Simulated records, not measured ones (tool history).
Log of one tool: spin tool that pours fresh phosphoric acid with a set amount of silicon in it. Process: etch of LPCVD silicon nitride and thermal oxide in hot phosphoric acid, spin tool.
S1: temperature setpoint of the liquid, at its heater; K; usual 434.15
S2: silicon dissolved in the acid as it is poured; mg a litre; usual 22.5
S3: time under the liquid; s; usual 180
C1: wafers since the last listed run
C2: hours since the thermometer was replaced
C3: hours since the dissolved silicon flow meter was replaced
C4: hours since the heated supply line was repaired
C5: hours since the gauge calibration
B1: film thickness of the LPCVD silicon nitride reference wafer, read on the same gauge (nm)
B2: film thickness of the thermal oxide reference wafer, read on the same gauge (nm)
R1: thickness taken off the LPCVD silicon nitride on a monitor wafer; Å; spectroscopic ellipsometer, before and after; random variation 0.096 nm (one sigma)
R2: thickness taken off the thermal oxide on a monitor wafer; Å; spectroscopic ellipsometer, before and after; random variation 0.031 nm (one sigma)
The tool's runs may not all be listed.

run 1 hour=0.0 | S1=435.15 S2=31.5 S3=180 | C1=0 C2=108.7 C3=948.2 C4=511.7 C5=233.6 | B1=149.99 B2=130.009 | R1=134.4 R2=2.04
-- hour=118.3 heated supply line repaired, repeated, since the last time left the tool worse
run 2 hour=217.3 | S1=434.15 S2=22.5 S3=180 | C1=1777 C2=326.0 C3=1165.5 C4=99.0 C5=450.9 | B1=149.97 B2=129.961 | R1=151.9 R2=3.25
run 3 hour=288.1 | S1=436.65 S2=29.0 S3=180 | C1=581 C2=396.8 C3=1236.3 C4=169.8 C5=521.7 | B1=149.97 B2=129.967 | R1=163.0 R2=3.55
run 4 hour=335.9 | S1=432.65 S2=22.5 S3=95 | C1=392 C2=444.6 C3=1284.1 C4=217.6 C5=569.5 | B1=150.01 B2=129.991 | R1=75.5 R2=1.62
-- hour=386.1 dissolved silicon flow meter replaced
run 5 hour=425.6 | S1=434.15 S2=31.5 S3=225 | C1=729 C2=534.3 C3=39.5 C4=307.3 C5=659.2 | B1=149.97 B2=129.993 | R1=184.3 R2=3.25
run 6 hour=483.2 | S1=435.65 S2=22.5 S3=180 | C1=473 C2=591.9 C3=97.1 C4=364.9 C5=716.8 | B1=150.05 B2=130.044 | R1=156.9 R2=3.37
run 7 hour=555.1 | S1=436.65 S2=39.5 S3=275 | C1=590 C2=663.8 C3=169.0 C4=436.8 C5=788.7 | B1=149.97 B2=129.967 | R1=245.6 R2=2.83
run 8 hour=859.2 | S1=434.15 S2=10.5 S3=180 | C1=2499 C2=967.9 C3=473.1 C4=740.9 C5=1092.8 | B1=150.02 B2=130.020 | R1=141.8 R2=3.97
-- hour=880.4 heated supply line repaired
run 9 hour=955.1 | S1=434.15 S2=11.5 S3=180 | C1=779 C2=1063.8 C3=569.0 C4=74.7 C5=1188.7 | B1=149.98 B2=129.994 | R1=149.4 R2=4.97
-- hour=984.0 thermometer replaced
run 10 hour=1008.8 | S1=434.15 S2=13.0 S3=180 | C1=433 C2=24.8 C3=622.7 C4=128.4 C5=1242.4 | B1=150.02 B2=130.002 | R1=149.4 R2=4.80
run 11 hour=1070.6 | S1=434.15 S2=32.0 S3=180 | C1=507 C2=86.6 C3=684.5 C4=190.2 C5=1304.2 | B1=150.01 B2=129.967 | R1=149.4 R2=2.21
run 12 hour=1135.8 | S1=434.15 S2=22.5 S3=180 | C1=535 C2=151.8 C3=749.7 C4=255.4 C5=1369.4 | B1=149.94 B2=130.020 | R1=147.4 R2=3.36
run 13 hour=1203.1 | S1=433.15 S2=22.5 S3=130 | C1=553 C2=219.1 C3=817.0 C4=322.7 C5=1436.7 | B1=149.98 B2=129.993 | R1=102.3 R2=2.29
run 14 hour=1306.3 | S1=435.65 S2=29.5 S3=280 | C1=848 C2=322.3 C3=920.2 C4=425.9 C5=1539.9 | B1=149.96 B2=130.015 | R1=239.8 R2=4.65
run 15 hour=1383.7 | S1=432.65 S2=22.5 S3=180 | C1=636 C2=399.7 C3=997.6 C4=503.3 C5=1617.3 | B1=150.01 B2=130.020 | R1=137.9 R2=2.52
run 16 hour=1484.8 | S1=431.65 S2=22.5 S3=235 | C1=830 C2=500.8 C3=1098.7 C4=604.4 C5=1718.4 | B1=150.01 B2=129.948 | R1=172.8 R2=2.62
run 17 hour=1521.6 | S1=437.15 S2=30.0 S3=180 | C1=302 C2=537.6 C3=1135.5 C4=641.2 C5=1755.2 | B1=149.98 B2=129.974 | R1=159.0 R2=2.83
run 18 hour=1629.2 | S1=434.15 S2=22.5 S3=180 | C1=884 C2=645.2 C3=1243.1 C4=748.8 C5=1862.8 | B1=150.03 B2=130.009 | R1=140.5 R2=2.67
-- hour=1695.9 heated supply line repaired
run 19 hour=1707.3 | S1=436.65 S2=12.0 S3=180 | C1=633 C2=723.3 C3=1321.2 C4=11.4 C5=1940.9 | B1=149.99 B2=130.005 | R1=167.4 R2=6.58
-- hour=1889.3 thermometer replaced
run 20 hour=1912.0 | S1=436.65 S2=39.5 S3=275 | C1=1674 C2=22.7 C3=1525.9 C4=216.1 C5=2145.6 | B1=150.01 B2=130.016 | R1=254.6 R2=3.00
run 21 hour=1971.5 | S1=436.15 S2=22.5 S3=120 | C1=489 C2=82.2 C3=1585.4 C4=275.6 C5=2205.1 | B1=149.98 B2=129.968 | R1=107.1 R2=2.60
run 22 hour=2016.1 | S1=435.15 S2=22.5 S3=125 | C1=366 C2=126.8 C3=1630.0 C4=320.2 C5=2249.7 | B1=150.00 B2=130.036 | R1=107.4 R2=2.41

How the hidden state differs across the entries between the runs, from the last listed run before each to the first after it:
Between runs 1 and 2: heated supply line repaired, repeated, since the last time left the tool worse (hour 118.3)
  temperature lost on the way to the wafer (K): 4.89 -> 0.446
  measured less the result without the state, R1: -24.0 -> -2.3 Å; R2: -0.89 -> -0.11 Å
Between runs 4 and 5: dissolved silicon flow meter replaced (hour 386.1)
  temperature lost on the way to the wafer (K): 0.779 -> 1.03
  measured less the result without the state, R1: -2.0 -> -6.5 Å; R2: -0.09 -> -0.26 Å
Between runs 8 and 9: heated supply line repaired (hour 880.4)
  temperature lost on the way to the wafer (K): 2.25 -> 0.71
  measured less the result without the state, R1: -11.2 -> -3.6 Å; R2: -0.71 -> -0.27 Å
Between runs 9 and 10: thermometer replaced (hour 984.0)
  temperature lost on the way to the wafer (K): 0.71 -> 0.861
  measured less the result without the state, R1: -3.6 -> -4.4 Å; R2: -0.27 -> -0.32 Å
Between runs 18 and 19: heated supply line repaired (hour 1695.9)
  temperature lost on the way to the wafer (K): 2.6 -> 0.035
  measured less the result without the state, R1: -12.9 -> -0.2 Å; R2: -0.57 -> -0.02 Å
Between runs 19 and 20: thermometer replaced (hour 1889.3)
  temperature lost on the way to the wafer (K): 0.035 -> 0.61
  measured less the result without the state, R1: -0.2 -> -5.2 Å; R2: -0.02 -> -0.14 Å

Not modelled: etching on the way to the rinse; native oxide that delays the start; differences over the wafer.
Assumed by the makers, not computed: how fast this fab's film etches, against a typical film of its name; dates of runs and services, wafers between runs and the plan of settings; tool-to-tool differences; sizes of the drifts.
